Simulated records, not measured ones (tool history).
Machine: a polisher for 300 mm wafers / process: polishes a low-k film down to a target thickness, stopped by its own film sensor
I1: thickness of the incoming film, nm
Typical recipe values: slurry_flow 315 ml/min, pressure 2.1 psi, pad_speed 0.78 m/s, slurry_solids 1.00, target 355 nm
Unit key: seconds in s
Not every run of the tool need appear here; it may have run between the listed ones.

Run 1, hour 0.0: usual settings but pad_speed 0.56 m/s, slurry_solids 0.95; I1 391.7. Result: seconds 164.4 s.
At hour 0.2: conditioning disc replaced and pad reconditioned.
Run 2, hour 36.8: usual settings but pad_speed 0.56 m/s, slurry_solids 0.95; I1 403.2. Result: seconds 214.6 s.
At hour 54.9: worn pad replaced by a new one.
Run 3, hour 82.5: usual settings; I1 403.9. Result: seconds 166.2 s.
Run 4, hour 125.4: usual settings but slurry_flow 250 ml/min; I1 404.4. Result: seconds 173.4 s.
Run 5, hour 151.9: usual settings but slurry_flow 250 ml/min; I1 405.1. Result: seconds 174.9 s.
At hour 154.2: head pressure recalibrated.
At hour 158.5: conditioning disc replaced and pad reconditioned.
Run 6, hour 196.8: usual settings but slurry_flow 250 ml/min; I1 397.8. Result: seconds 151.1 s.
At hour 218.5: worn pad replaced by a new one.
Run 7, hour 239.5: usual settings but slurry_solids 1.10; I1 404.3. Result: seconds 158.9 s.
At hour 258.9: slurry blender recalibrated.
Run 8, hour 282.1: usual settings but pressure 2.5 psi; I1 391.8. Result: seconds 101.9 s.
At hour 307.1: conditioning disc replaced and pad reconditioned.
Run 9, hour 333.0: usual settings; I1 395.4. Result: seconds 128.0 s.
At hour 372.7: worn pad replaced by a new one.
Run 10, hour 393.6: usual settings but pad_speed 1.00 m/s, slurry_solids 1.25; I1 404.0. Result: seconds 116.4 s.
At hour 413.4: slurry nozzle cleaned.
Run 11, hour 430.5: usual settings but pressure 1.8 psi, slurry_solids 1.15; I1 407.9. Result: seconds 174.9 s.
Run 12, hour 460.0: usual settings but slurry_flow 425 ml/min, pressure 2.7 psi, pad_speed 0.90 m/s, slurry_solids 0.90; I1 397.2. Result: seconds 112.6 s.

Expected results for the next run?
At hour 462.0: head pressure recalibrated.
At hour 474.3: conditioning disc replaced and pad reconditioned.
Run 13, hour 490.3: usual settings but slurry_flow 215 ml/min, pressure 2.4 psi, pad_speed 0.56 m/s, slurry_solids 1.25; I1 403.2. Result: seconds ?.

{"run 13": {"seconds": 177.9}}
Take away the tool's hidden state, keep the run-to-run variation as it was, and the same run would have given seconds 162.4 s.
